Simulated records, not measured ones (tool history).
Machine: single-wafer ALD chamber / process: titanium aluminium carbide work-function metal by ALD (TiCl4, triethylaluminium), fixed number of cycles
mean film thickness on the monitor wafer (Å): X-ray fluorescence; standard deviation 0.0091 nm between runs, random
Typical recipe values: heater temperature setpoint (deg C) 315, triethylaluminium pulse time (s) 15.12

run	day	heater temperature setpoint (deg C)	triethylaluminium pulse time (s)	wafers since the last listed run	hours since the last thermocouple change	hours since the last triethylaluminium bottle change	hours since the showerhead was replaced	hours since the gauge calibration	read-back reference wafer on the same gauge, thickness_nm	mean film thickness on the monitor wafer (Å)
1	0.000	315	17.47	0	2217.4	304.9	2710.2	670.4	2.091	22.72
2	2.767	315	16.80	786	2283.8	371.3	2776.6	736.8	2.089	22.45
3	7.088	315	16.80	1228	2387.5	475.0	2880.3	840.5	2.088	22.33
4	8.958	315	16.80	531	2432.4	519.9	2925.2	885.4	2.088	22.30
5	11.233	315	15.12	646	2487.0	574.5	2979.8	940.0	2.091	21.89
6	13.792	315	15.12	727	2548.4	635.9	3041.2	1001.4	2.091	21.70
7	16.367	315	15.12	732	2610.2	697.7	3103.0	1063.2	2.091	21.65
8	19.117	315	15.12	781	2676.2	763.7	3169.0	1129.2	2.090	21.57
# day 20.775: gauge calibrated
9	21.121	315	15.12	569	2724.3	811.8	3217.1	8.3	2.090	21.52
10	24.375	315	15.12	925	2802.4	889.9	3295.2	86.4	2.093	21.31
11	27.967	315	12.37	1021	2888.6	976.1	3381.4	172.6	2.092	20.21
12	31.600	302	11.93	1033	2975.8	1063.3	3468.6	259.8	2.092	18.78
# day 32.650: triethylaluminium bottle replaced
13	34.542	315	15.12	741	3046.4	45.4	3539.2	330.4	2.090	22.75
# day 35.996: thermocouple changed; heater temperature recalibrated
14	38.783	306	19.82	1111	66.9	147.2	3641.0	432.2	2.088	22.18
15	44.150	325	15.12	1525	195.7	276.0	3769.8	561.0	2.088	23.35
16	46.079	306	15.12	548	242.0	322.3	3816.1	607.3	2.091	21.64
# day 46.967: showerhead replaced, of another model than before
17	49.625	327	11.95	913	327.1	407.4	63.8	692.4	2.090	19.36
18	53.117	315	15.12	992	410.9	491.2	147.6	776.2	2.089	21.09
19	56.558	311	10.54	978	493.5	573.8	230.2	858.8	2.089	14.34
20	59.950	309	15.12	964	574.9	655.2	311.6	940.2	2.091	19.79
21	62.838	315	15.12	821	644.2	724.5	380.9	1009.5	2.090	19.91
22	64.700	304	10.42	529	688.9	769.2	425.6	1054.2	2.089	12.49

4 ways to go on from here, each from the tool as it stands after run 22. What would each give?
A	64.717	315	15.12	4	689.3	769.6	426.0	1054.6	?	?
B	64.717	315	9.54	4	689.3	769.6	426.0	1054.6	?	?
C	64.717	315	16.90	4	689.3	769.6	426.0	1054.6	?	?
D	64.717	310	20.44	4	689.3	769.6	426.0	1054.6	?	?

run	read-back reference wafer on the same gauge, thickness_nm	mean film thickness on the monitor wafer (Å)
A	2.093	19.85
B	2.093	10.67
C	2.093	20.99
D	2.093	21.82
Without the tool's hidden state the same runs would have given:
run	mean film thickness on the monitor wafer (Å)
A	23.02
B	18.71
C	23.10
D	22.72
